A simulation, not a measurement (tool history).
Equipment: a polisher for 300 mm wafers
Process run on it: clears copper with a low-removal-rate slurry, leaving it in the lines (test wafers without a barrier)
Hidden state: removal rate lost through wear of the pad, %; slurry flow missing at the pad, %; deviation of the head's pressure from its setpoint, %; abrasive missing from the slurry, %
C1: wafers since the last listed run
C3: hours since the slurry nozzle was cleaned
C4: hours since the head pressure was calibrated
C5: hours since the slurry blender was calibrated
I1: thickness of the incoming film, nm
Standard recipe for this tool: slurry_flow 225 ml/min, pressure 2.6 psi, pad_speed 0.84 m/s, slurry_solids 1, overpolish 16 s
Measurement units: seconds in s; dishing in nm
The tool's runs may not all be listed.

{"run": 1, "hour": 0.0, "slurry_flow": 225, "pressure": 2.6, "pad_speed": 0.84, "slurry_solids": 1, "overpolish": 16, "C1": 0, "wafers polished on this pad": 252, "C3": 22.5, "C4": 475.1, "C5": 158.4, "I1": 219.3, "seconds": 104.8, "dishing": 22.3}
{"run": 2, "hour": 30.2, "slurry_flow": 225, "pressure": 2.6, "pad_speed": 0.84, "slurry_solids": 1, "overpolish": 16, "C1": 296, "wafers polished on this pad": 549, "C3": 52.7, "C4": 505.3, "C5": 188.6, "I1": 219.5, "seconds": 105.1, "dishing": 22.2}
{"run": 3, "hour": 56.5, "slurry_flow": 225, "pressure": 2.6, "pad_speed": 0.84, "slurry_solids": 1, "overpolish": 16, "C1": 258, "wafers polished on this pad": 807, "C3": 79, "C4": 531.6, "C5": 214.9, "I1": 220, "seconds": 106.6, "dishing": 22.1}
{"run": 4, "hour": 106.0, "slurry_flow": 225, "pressure": 2.6, "pad_speed": 0.84, "slurry_solids": 1, "overpolish": 16, "C1": 486, "wafers polished on this pad": 1294, "C3": 128.5, "C4": 581.1, "C5": 264.4, "I1": 222, "seconds": 109.7, "dishing": 21.6}
{"hour": 153.8, "done": "slurry blender recalibrated"}
{"run": 5, "hour": 174.6, "slurry_flow": 260, "pressure": 2.6, "pad_speed": 0.84, "slurry_solids": 1, "overpolish": 16, "C1": 654, "wafers polished on this pad": 1948, "C3": 197.1, "C4": 649.7, "C5": 20.8, "I1": 220.5, "seconds": 109.6, "dishing": 21.4}
{"run": 6, "hour": 237.3, "slurry_flow": 225, "pressure": 2.6, "pad_speed": 0.84, "slurry_solids": 1, "overpolish": 16, "C1": 615, "wafers polished on this pad": 2564, "C3": 259.8, "C4": 712.4, "C5": 83.5, "I1": 223.6, "seconds": 118.6, "dishing": 20.6}
{"hour": 300.6, "done": "worn pad replaced by a new one"}
{"run": 7, "hour": 307.9, "slurry_flow": 225, "pressure": 2.6, "pad_speed": 0.84, "slurry_solids": 1, "overpolish": 16, "C1": 654, "wafers polished on this pad": 71, "C3": 330.4, "C4": 783, "C5": 154.1, "I1": 218.5, "seconds": 99.5, "dishing": 22.6}
{"run": 8, "hour": 336.6, "slurry_flow": 195, "pressure": 2.6, "pad_speed": 0.84, "slurry_solids": 0.85, "overpolish": 16, "C1": 281, "wafers polished on this pad": 353, "C3": 359.1, "C4": 811.7, "C5": 182.8, "I1": 223.5, "seconds": 113.4, "dishing": 21.5}
{"run": 9, "hour": 379.5, "slurry_flow": 195, "pressure": 2.6, "pad_speed": 0.84, "slurry_solids": 0.85, "overpolish": 16, "C1": 421, "wafers polished on this pad": 774, "C3": 402, "C4": 854.6, "C5": 225.7, "I1": 221.7, "seconds": 113.6, "dishing": 20.9}
{"run": 10, "hour": 435.1, "slurry_flow": 180, "pressure": 2.6, "pad_speed": 0.84, "slurry_solids": 1, "overpolish": 16, "C1": 546, "wafers polished on this pad": 1321, "C3": 457.6, "C4": 910.2, "C5": 281.3, "I1": 220.6, "seconds": 109.8, "dishing": 21.4}
{"hour": 455.6, "done": "slurry blender recalibrated"}
{"hour": 501.5, "done": "head pressure recalibrated"}
{"run": 11, "hour": 505.9, "slurry_flow": 180, "pressure": 2.6, "pad_speed": 0.84, "slurry_solids": 1, "overpolish": 16, "C1": 656, "wafers polished on this pad": 1977, "C3": 528.4, "C4": 4.4, "C5": 50.3, "I1": 216.4, "seconds": 110.3, "dishing": 21.6}
{"hour": 539.6, "done": "slurry nozzle cleaned"}
{"run": 12, "hour": 559.3, "slurry_flow": 225, "pressure": 2.6, "pad_speed": 0.84, "slurry_solids": 1, "overpolish": 16, "C1": 514, "wafers polished on this pad": 2492, "C3": 19.7, "C4": 57.8, "C5": 103.7, "I1": 217.2, "seconds": 109.2, "dishing": 21.3}
{"hour": 623.9, "done": "worn pad replaced by a new one"}
{"run": 13, "hour": 667.8, "slurry_flow": 225, "pressure": 2.6, "pad_speed": 0.84, "slurry_solids": 1, "overpolish": 11, "C1": 1026, "wafers polished on this pad": 431, "C3": 128.2, "C4": 166.3, "C5": 212.2, "I1": 220.1, "seconds": 104.3, "dishing": 16.9}
{"run": 14, "hour": 704.3, "slurry_flow": 225, "pressure": 2.6, "pad_speed": 0.84, "slurry_solids": 1, "overpolish": 11, "C1": 358, "wafers polished on this pad": 789, "C3": 164.7, "C4": 202.8, "C5": 248.7, "I1": 221.8, "seconds": 105.6, "dishing": 16.5}
{"hour": 847.8, "done": "slurry blender recalibrated"}
{"run": 15, "hour": 863.3, "slurry_flow": 225, "pressure": 2.6, "pad_speed": 0.84, "slurry_solids": 1, "overpolish": 16, "C1": 1542, "wafers polished on this pad": 2331, "C3": 323.7, "C4": 361.8, "C5": 15.5, "I1": 221.1, "seconds": 111.5, "dishing": 21.4}
{"run": 16, "hour": 912.3, "slurry_flow": 160, "pressure": 2.6, "pad_speed": 0.84, "slurry_solids": 1.3, "overpolish": 16, "C1": 481, "wafers polished on this pad": 2813, "C3": 372.7, "C4": 410.8, "C5": 64.5, "I1": 219.5, "seconds": 110.1, "dishing": 21.4}
{"run": 17, "hour": 953.5, "slurry_flow": 225, "pressure": 2.1, "pad_speed": 0.96, "slurry_solids": 1, "overpolish": 16, "C1": 404, "wafers polished on this pad": 3218, "C3": 413.9, "C4": 452, "C5": 105.7, "I1": 216, "seconds": 119.6, "dishing": 19.6}
{"hour": 990.1, "done": "worn pad replaced by a new one"}
{"run": 18, "hour": 998.9, "slurry_flow": 225, "pressure": 3.2, "pad_speed": 0.84, "slurry_solids": 1, "overpolish": 21, "C1": 406, "wafers polished on this pad": 86, "C3": 459.3, "C4": 497.4, "C5": 151.1, "I1": 220.3, "seconds": 83.3, "dishing": 31.9}
{"run": 19, "hour": 1063.5, "slurry_flow": 200, "pressure": 2.3, "pad_speed": 1.02, "slurry_solids": 1, "overpolish": 10, "C1": 634, "wafers polished on this pad": 720, "C3": 523.9, "C4": 562, "C5": 215.7, "I1": 221.7, "seconds": 98.5, "dishing": 16.1}
{"run": 20, "hour": 1098.4, "slurry_flow": 275, "pressure": 2.6, "pad_speed": 0.6, "slurry_solids": 1, "overpolish": 16, "C1": 342, "wafers polished on this pad": 1063, "C3": 558.8, "C4": 596.9, "C5": 250.6, "I1": 223.9, "seconds": 147.7, "dishing": 17.2}
{"run": 21, "hour": 1170.0, "slurry_flow": 190, "pressure": 2.6, "pad_speed": 1.08, "slurry_solids": 1.25, "overpolish": 16, "C1": 703, "wafers polished on this pad": 1767, "C3": 630.4, "C4": 668.5, "C5": 322.2, "I1": 219, "seconds": 79.6, "dishing": 27.1}
{"hour": 1194.7, "done": "slurry blender recalibrated"}
{"hour": 1199.3, "done": "slurry nozzle cleaned"}
{"run": 22, "hour": 1200.5, "slurry_flow": 225, "pressure": 2.6, "pad_speed": 0.84, "slurry_solids": 0.8, "overpolish": 8, "C1": 270, "wafers polished on this pad": 2037, "C3": 1.2, "C4": 699, "C5": 5.8, "I1": 216.6, "seconds": 112.5, "dishing": 11.5}
{"run": 23, "hour": 1253.6, "slurry_flow": 165, "pressure": 2.6, "pad_speed": 0.68, "slurry_solids": 0.75, "overpolish": 20, "C1": 521, "wafers polished on this pad": 2559, "C3": 54.3, "C4": 752.1, "C5": 58.9, "I1": 222.1, "seconds": 157, "dishing": 19.4}
{"hour": 1369.2, "done": "worn pad replaced by a new one"}
{"run": 24, "hour": 1451.7, "slurry_flow": 225, "pressure": 2.2, "pad_speed": 0.84, "slurry_solids": 0.8, "overpolish": 25, "C1": 1906, "wafers polished on this pad": 810, "C3": 252.4, "C4": 950.2, "C5": 257, "I1": 221.6, "seconds": 132.2, "dishing": 25.9}
{"hour": 1501.5, "done": "head pressure recalibrated"}
{"hour": 1509.7, "done": "slurry blender recalibrated"}
{"run": 25, "hour": 1520.2, "slurry_flow": 270, "pressure": 2.6, "pad_speed": 0.84, "slurry_solids": 0.7, "overpolish": 7, "C1": 633, "wafers polished on this pad": 1443, "C3": 320.9, "C4": 18.7, "C5": 10.5, "I1": 219.7, "seconds": 115.8, "dishing": 10.3}
{"run": 26, "hour": 1576.2, "slurry_flow": 225, "pressure": 2.6, "pad_speed": 0.84, "slurry_solids": 1, "overpolish": 16, "C1": 550, "wafers polished on this pad": 1993, "C3": 376.9, "C4": 74.7, "C5": 66.5, "I1": 219.7, "seconds": 111.6, "dishing": 21.7}
{"run": 27, "hour": 1634.8, "slurry_flow": 225, "pressure": 2.6, "pad_speed": 0.84, "slurry_solids": 1, "overpolish": 16, "C1": 575, "wafers polished on this pad": 2569, "C3": 435.5, "C4": 133.3, "C5": 125.1, "I1": 220.6, "seconds": 113.3, "dishing": 21.7}
{"run": 28, "hour": 1661.7, "slurry_flow": 225, "pressure": 3, "pad_speed": 0.84, "slurry_solids": 1.1, "overpolish": 20, "C1": 264, "wafers polished on this pad": 2833, "C3": 462.4, "C4": 160.2, "C5": 152, "I1": 220.8, "seconds": 95.5, "dishing": 28.4}
{"run": 29, "hour": 1700.6, "slurry_flow": 225, "pressure": 2.6, "pad_speed": 0.84, "slurry_solids": 1, "overpolish": 16, "C1": 382, "wafers polished on this pad": 3215, "C3": 501.3, "C4": 199.1, "C5": 190.9, "I1": 219.1, "seconds": 114.6, "dishing": 20.7}

Selected run-to-run steps in seconds, each split into two signed amounts: the part the tool would show with no hidden state at all (from settings, incoming material and random variation), and the remainder, which goes to the hidden state together with any gauge scatter not common to the measured and the hidden-state-free results:
Run 6 -> 7: worn pad replaced by a new one. seconds -19.1 s: hidden state -12.5, all else -6.6.
Run 17 -> 18: pressure 2.1 -> 3.2, pad_speed 0.96 -> 0.84, overpolish 16 -> 21, worn pad replaced by a new one. seconds -36.3 s: hidden state -14.8, all else -21.5.
Run 19 -> 20: slurry_flow 200 -> 275, pressure 2.3 -> 2.6, pad_speed 1.02 -> 0.6, overpolish 10 -> 16. seconds +49.2 s: hidden state +3.2, all else +46.
Run 20 -> 21: slurry_flow 275 -> 190, pad_speed 0.6 -> 1.08, slurry_solids 1 -> 1.25. seconds -68.1 s: hidden state -0.7, all else -67.4.
